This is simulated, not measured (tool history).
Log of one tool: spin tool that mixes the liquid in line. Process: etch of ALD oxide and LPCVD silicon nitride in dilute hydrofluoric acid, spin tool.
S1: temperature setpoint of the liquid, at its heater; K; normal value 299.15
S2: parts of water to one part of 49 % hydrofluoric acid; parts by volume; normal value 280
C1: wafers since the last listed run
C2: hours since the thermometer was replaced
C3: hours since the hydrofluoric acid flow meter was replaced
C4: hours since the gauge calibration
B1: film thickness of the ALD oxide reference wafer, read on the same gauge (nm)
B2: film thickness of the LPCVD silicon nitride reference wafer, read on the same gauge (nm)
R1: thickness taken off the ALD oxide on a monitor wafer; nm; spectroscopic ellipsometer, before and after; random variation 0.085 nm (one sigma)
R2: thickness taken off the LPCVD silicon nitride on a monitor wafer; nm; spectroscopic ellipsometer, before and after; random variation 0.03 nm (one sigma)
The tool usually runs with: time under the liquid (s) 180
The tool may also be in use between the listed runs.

{"run": 1, "hour": 0.0, "S1": 299.15, "S2": 280, "time under the liquid (s)": 110, "C1": 0, "C2": 864.4, "C3": 1577.2, "C4": 878.9, "B1": 89.34, "B2": 69.449, "R1": 5.66, "R2": 0.28}
{"run": 2, "hour": 168.3, "S1": 299.15, "S2": 280, "time under the liquid (s)": 110, "C1": 745, "C2": 1032.7, "C3": 1745.5, "C4": 1047.2, "B1": 88.56, "B2": 68.864, "R1": 5.62, "R2": 0.238}
{"run": 3, "hour": 231.9, "S1": 299.15, "S2": 280, "time under the liquid (s)": 110, "C1": 281, "C2": 1096.3, "C3": 1809.1, "C4": 1110.8, "B1": 88.28, "B2": 68.629, "R1": 5.6, "R2": 0.265}
{"run": 4, "hour": 283.5, "S1": 300.15, "S2": 365, "time under the liquid (s)": 180, "C1": 228, "C2": 1147.9, "C3": 1860.7, "C4": 1162.4, "B1": 88.01, "B2": 68.424, "R1": 6.73, "R2": 0.317}
{"run": 5, "hour": 314.8, "S1": 299.15, "S2": 280, "time under the liquid (s)": 180, "C1": 138, "C2": 1179.2, "C3": 1892.0, "C4": 1193.7, "B1": 87.8, "B2": 68.325, "R1": 9.17, "R2": 0.417}
{"run": 6, "hour": 370.4, "S1": 299.15, "S2": 280, "time under the liquid (s)": 180, "C1": 246, "C2": 1234.8, "C3": 1947.6, "C4": 1249.3, "B1": 87.53, "B2": 68.054, "R1": 9.1, "R2": 0.426}
{"run": 7, "hour": 438.8, "S1": 299.15, "S2": 280, "time under the liquid (s)": 180, "C1": 302, "C2": 1303.2, "C3": 2016.0, "C4": 1317.7, "B1": 87.1, "B2": 67.746, "R1": 9.08, "R2": 0.43}
{"run": 8, "hour": 473.7, "S1": 299.15, "S2": 280, "time under the liquid (s)": 180, "C1": 154, "C2": 1338.1, "C3": 2050.9, "C4": 1352.6, "B1": 86.92, "B2": 67.615, "R1": 9.0, "R2": 0.394}
{"hour": 662.9, "done": "thermometer replaced"}
{"run": 9, "hour": 688.3, "S1": 299.15, "S2": 280, "time under the liquid (s)": 180, "C1": 946, "C2": 25.4, "C3": 2265.5, "C4": 1567.2, "B1": 85.54, "B2": 66.506, "R1": 8.97, "R2": 0.414}
{"hour": 706.5, "done": "hydrofluoric acid flow meter replaced"}
{"run": 10, "hour": 725.9, "S1": 299.15, "S2": 280, "time under the liquid (s)": 180, "C1": 162, "C2": 63.0, "C3": 19.4, "C4": 1604.8, "B1": 85.18, "B2": 66.29, "R1": 8.88, "R2": 0.364}
{"run": 11, "hour": 761.2, "S1": 299.15, "S2": 280, "time under the liquid (s)": 180, "C1": 156, "C2": 98.3, "C3": 54.7, "C4": 1640.1, "B1": 84.97, "B2": 66.102, "R1": 8.9, "R2": 0.413}
{"run": 12, "hour": 790.0, "S1": 299.15, "S2": 280, "time under the liquid (s)": 180, "C1": 127, "C2": 127.1, "C3": 83.5, "C4": 1668.9, "B1": 84.73, "B2": 65.908, "R1": 8.91, "R2": 0.412}
{"run": 13, "hour": 834.0, "S1": 299.15, "S2": 280, "time under the liquid (s)": 180, "C1": 194, "C2": 171.1, "C3": 127.5, "C4": 1712.9, "B1": 84.37, "B2": 65.658, "R1": 8.78, "R2": 0.376}
{"hour": 876.1, "done": "gauge calibrated"}
{"run": 14, "hour": 876.5, "S1": 296.65, "S2": 320, "time under the liquid (s)": 215, "C1": 188, "C2": 213.6, "C3": 170.0, "C4": 0.4, "B1": 89.74, "B2": 69.79, "R1": 8.77, "R2": 0.386}
{"run": 15, "hour": 934.7, "S1": 295.65, "S2": 150, "time under the liquid (s)": 230, "C1": 257, "C2": 271.8, "C3": 228.2, "C4": 58.6, "B1": 89.74, "B2": 69.795, "R1": 22.53, "R2": 0.728}
{"run": 16, "hour": 978.1, "S1": 299.15, "S2": 280, "time under the liquid (s)": 180, "C1": 192, "C2": 315.2, "C3": 271.6, "C4": 102.0, "B1": 89.71, "B2": 69.792, "R1": 9.43, "R2": 0.452}
{"run": 17, "hour": 1043.2, "S1": 299.15, "S2": 280, "time under the liquid (s)": 180, "C1": 288, "C2": 380.3, "C3": 336.7, "C4": 167.1, "B1": 89.72, "B2": 69.751, "R1": 9.39, "R2": 0.403}
{"run": 18, "hour": 1071.9, "S1": 303.15, "S2": 235, "time under the liquid (s)": 220, "C1": 127, "C2": 409.0, "C3": 365.4, "C4": 195.8, "B1": 89.67, "B2": 69.705, "R1": 16.11, "R2": 0.795}
{"run": 19, "hour": 1129.3, "S1": 299.15, "S2": 280, "time under the liquid (s)": 115, "C1": 254, "C2": 466.4, "C3": 422.8, "C4": 253.2, "B1": 89.61, "B2": 69.713, "R1": 6.04, "R2": 0.244}
{"run": 20, "hour": 1200.6, "S1": 302.65, "S2": 370, "time under the liquid (s)": 130, "C1": 315, "C2": 537.7, "C3": 494.1, "C4": 324.5, "B1": 89.53, "B2": 69.606, "R1": 5.23, "R2": 0.313}
{"run": 21, "hour": 1264.2, "S1": 299.15, "S2": 280, "time under the liquid (s)": 180, "C1": 281, "C2": 601.3, "C3": 557.7, "C4": 388.1, "B1": 89.4, "B2": 69.544, "R1": 9.34, "R2": 0.393}
{"run": 22, "hour": 1328.2, "S1": 299.15, "S2": 410, "time under the liquid (s)": 180, "C1": 283, "C2": 665.3, "C3": 621.7, "C4": 452.1, "B1": 89.26, "B2": 69.428, "R1": 5.64, "R2": 0.308}
{"run": 23, "hour": 1399.4, "S1": 295.15, "S2": 280, "time under the liquid (s)": 180, "C1": 315, "C2": 736.5, "C3": 692.9, "C4": 523.3, "B1": 89.12, "B2": 69.306, "R1": 8.22, "R2": 0.335}
{"run": 24, "hour": 1454.4, "S1": 302.15, "S2": 315, "time under the liquid (s)": 250, "C1": 243, "C2": 791.5, "C3": 747.9, "C4": 578.3, "B1": 89.0, "B2": 69.206, "R1": 12.08, "R2": 0.667}
{"run": 25, "hour": 1513.6, "S1": 296.65, "S2": 280, "time under the liquid (s)": 180, "C1": 262, "C2": 850.7, "C3": 807.1, "C4": 637.5, "B1": 88.88, "B2": 69.093, "R1": 8.66, "R2": 0.361}
{"run": 26, "hour": 1544.9, "S1": 299.15, "S2": 280, "time under the liquid (s)": 180, "C1": 138, "C2": 882.0, "C3": 838.4, "C4": 668.8, "B1": 88.79, "B2": 68.997, "R1": 9.25, "R2": 0.426}

Entry by entry between the runs, the difference in hidden state between the last listed run before and the first listed run after:
Between runs 8 and 9: thermometer replaced (hour 662.9)
  gauge reads high (%): -3.44 -> -5.01
  what was measured, less what the result would be without the hidden state, R1: -0.32 -> -0.47 nm
Between runs 9 and 10: hydrofluoric acid flow meter replaced (hour 706.5)
  gauge reads high (%): -5.01 -> -5.31
  what was measured, less what the result would be without the hidden state, R1: -0.47 -> -0.50 nm
Between runs 13 and 14: gauge calibrated (hour 876.1)
  gauge reads high (%): -6.21 -> -0.286
  what was measured, less what the result would be without the hidden state, R1: -0.58 -> -0.02 nm

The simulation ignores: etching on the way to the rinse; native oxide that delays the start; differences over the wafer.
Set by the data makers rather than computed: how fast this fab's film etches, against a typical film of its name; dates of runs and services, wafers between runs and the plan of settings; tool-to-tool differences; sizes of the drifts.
